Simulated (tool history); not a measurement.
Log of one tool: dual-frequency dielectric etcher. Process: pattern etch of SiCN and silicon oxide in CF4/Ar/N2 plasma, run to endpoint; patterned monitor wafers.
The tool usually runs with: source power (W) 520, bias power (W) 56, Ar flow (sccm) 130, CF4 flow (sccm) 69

run   hour  source power (W)  bias power (W)  Ar flow (sccm)  CF4 flow (sccm)  incoming incoming film thickness, nm  endpoint time (s)
  1      0               520              56             130               69                                 11.77               13.3
  2   39.7               520              56             130               61                                  11.9               13.7
  3     76               520              56             130               61                                 11.83               13.7
     156.1  -- CF4 flow controller replaced
     162.3  -- wet clean of the chamber
  4  162.8               520              56             130               61                                 11.82               13.1
  5  180.8               520              56             130               69                                 11.87               12.9
       232  -- bias power generator calibrated
  6  252.6               520              56             130               69                                 11.79               12.9
  7  295.6               520              56             130               69                                 11.76               12.8
  8  333.8               520              56             130               69                                 11.82                 13
     389.7  -- upper electrode replaced
  9  390.2               520              56             130               69                                 11.79               13.1
 10  433.6               410              56             103               69                                 11.74               15.1
 11  459.8               520              56             130               69                                 11.84               13.1
 12  504.3               520              56             130               69                                 11.79               13.1
 13  532.2               520              56             100               62                                 11.81               13.3
       544  -- source power generator calibrated
     571.3  -- Ar flow controller replaced
 14  583.2               630              61             130               69                                 11.74               11.2
     616.1  -- wet clean of the chamber
 15  618.1               520              56             151               69                                 11.76               12.9
 16  684.2               520              56             130               69                                 11.86                 13
 17  724.6               520              56             130               56                                 11.71               13.4
 18  780.9               520              56             120               83                                 11.74               12.5
 19  824.4               560              63             130               57                                 11.61               12.1
 20  876.9               440              56             161               85                                 11.79               14.6
 21  920.9               520              56             130               69                                 11.83               13.2
 22    984               520              56             130               63                                 11.71               13.3
 23   1027               450              42             130               53                                 11.76               16.6

Some steps in endpoint time (s), run to run, broken into two amounts with sign: the step expected even without the hidden condition (settings, incoming material, random variation), and the rest, left for the hidden condition together with whatever gauge scatter is not in both the measured and the hidden-condition-free result:
Unlogged tool condition in this case: etch rate over this chamber's usual, %; source power that arrives over what is set, %; bias power that arrives over what is set, %; Ar flow that arrives over what is set, %; CF4 flow that arrives over what is set, %.
Run 3 -> 4: CF4 flow controller replaced, wet clean of the chamber. endpoint time (s) -0.6: hidden state -0.8, all else +0.2.
Run 14 -> 15: source power (W) 630 -> 520, bias power (W) 61 -> 56, Ar flow (sccm) 130 -> 151, wet clean of the chamber. endpoint time (s) +1.7: hidden state -0.4, all else +2.1.
Run 19 -> 20: source power (W) 560 -> 440, bias power (W) 63 -> 56, Ar flow (sccm) 130 -> 161, CF4 flow (sccm) 57 -> 85. endpoint time (s) +2.5: hidden state +0.1, all else +2.4.
Run 22 -> 23: source power (W) 520 -> 450, bias power (W) 56 -> 42, CF4 flow (sccm) 63 -> 53. endpoint time (s) +3.3: hidden state +0.2, all else +3.1.
